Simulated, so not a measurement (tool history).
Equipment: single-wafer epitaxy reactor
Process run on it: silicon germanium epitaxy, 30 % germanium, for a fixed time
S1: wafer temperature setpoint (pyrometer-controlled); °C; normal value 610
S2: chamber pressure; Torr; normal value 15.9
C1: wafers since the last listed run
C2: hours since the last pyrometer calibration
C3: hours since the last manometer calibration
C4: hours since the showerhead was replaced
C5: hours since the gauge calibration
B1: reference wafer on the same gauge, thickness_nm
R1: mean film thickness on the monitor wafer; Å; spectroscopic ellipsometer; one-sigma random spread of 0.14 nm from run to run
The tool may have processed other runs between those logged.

run     day   S1    S2    C1      C2      C3      C4     C5      B1      R1
  1       0  610  15.9     0    2439   946.8  3042.6     83  54.292  686.12
  2   3.433  610  15.9  2127  2521.4  1029.2    3125  165.4  54.355  690.45
  3   4.517  610  15.9   671  2547.4  1055.2    3151  191.4  54.297  692.87
  4   5.571  610  15.9   653  2572.7  1080.5  3176.3  216.7  54.324  694.56
  5    6.55  610  15.9   606  2596.2    1104  3199.8  240.2   54.31  694.33
      7.562  -- pyrometer calibrated
  6   7.583  610  15.9   433     0.5  1128.8  3224.6    265  54.312  573.52
  7   8.775  610  15.9   738    29.1  1157.4  3253.2  293.6  54.311  574.04
      9.438  -- capacitance manometer re-zeroed and calibrated
  8   9.554  610  14.3   276    47.8     2.8  3271.9  312.3  54.325  550.52
  9  10.433  610  13.4   544    68.9    23.9    3293  333.4  54.291  539.72
 10  11.592  610  13.4   717    96.7    51.7  3320.8  361.2  54.296  541.01
     12.183  -- pyrometer calibrated, repeated, since the last time left the tool worse
 11  12.571  610  15.9   400     9.3    75.2  3344.3  384.7  54.305  644.76
 12  13.229  600  14.7   408    25.1      91  3360.1  400.5  54.302  538.35
 13  13.796  600  14.7   351    38.7   104.6  3373.7  414.1  54.281  537.88
 14   14.55  610  15.9   467    56.8   122.7  3391.8  432.2  54.313  645.85
 15  15.642  610  18.5   676      83   148.9    3418  458.4  54.282  681.85
 16  16.229  610  15.9   364    97.1     163  3432.1  472.5   54.31   646.3
     16.867  -- gauge calibrated
     16.933  -- showerhead replaced
 17  16.954  620  12.2   242   114.5   180.4     0.5    2.1  54.305  690.98
 18   17.55  596  19.6   369   128.8   194.7    14.8   16.4  54.298  557.22
 19  18.471  606  12.9   570   150.9   216.8    36.9   38.5  54.288  565.82
 20  19.329  606  12.9   531   171.5   237.4    57.5   59.1  54.273  565.34
 21    20.7  601  11.9   849   204.4   270.3    90.4     92  54.295  509.05
 22  21.304  610  15.9   374   218.9   284.8   104.9  106.5  54.323  649.86
 23   22.45  599  18.8   710   246.4   312.3   132.4    134  54.302  576.69

Some steps in R1 between neighbouring runs. How much of each would the tool show without its hidden state too (settings, what came in, random variation), and how much is left for the hidden state, with any gauge scatter that isn't in both results?
Hidden conditions of the tool in this case: wafer temperature above the value expected at the setpoint (K); true pressure above the setpoint (%); gauge reads high (%).
Run 5 -> 6: pyrometer calibrated. R1 -120.81 Å: hidden state -122.47, all else +1.66.
Run 10 -> 11: S2 13.4 -> 15.9, pyrometer calibrated, repeated, since the last time left the tool worse. R1 +103.75 Å: hidden state +71.47, all else +32.28.
Run 17 -> 18: S1 620 -> 596, S2 12.2 -> 19.6. R1 -133.76 Å: hidden state -0.05, all else -133.71.
Run 21 -> 22: S1 601 -> 610, S2 11.9 -> 15.9. R1 +140.81 Å: hidden state +0.18, all else +140.63.

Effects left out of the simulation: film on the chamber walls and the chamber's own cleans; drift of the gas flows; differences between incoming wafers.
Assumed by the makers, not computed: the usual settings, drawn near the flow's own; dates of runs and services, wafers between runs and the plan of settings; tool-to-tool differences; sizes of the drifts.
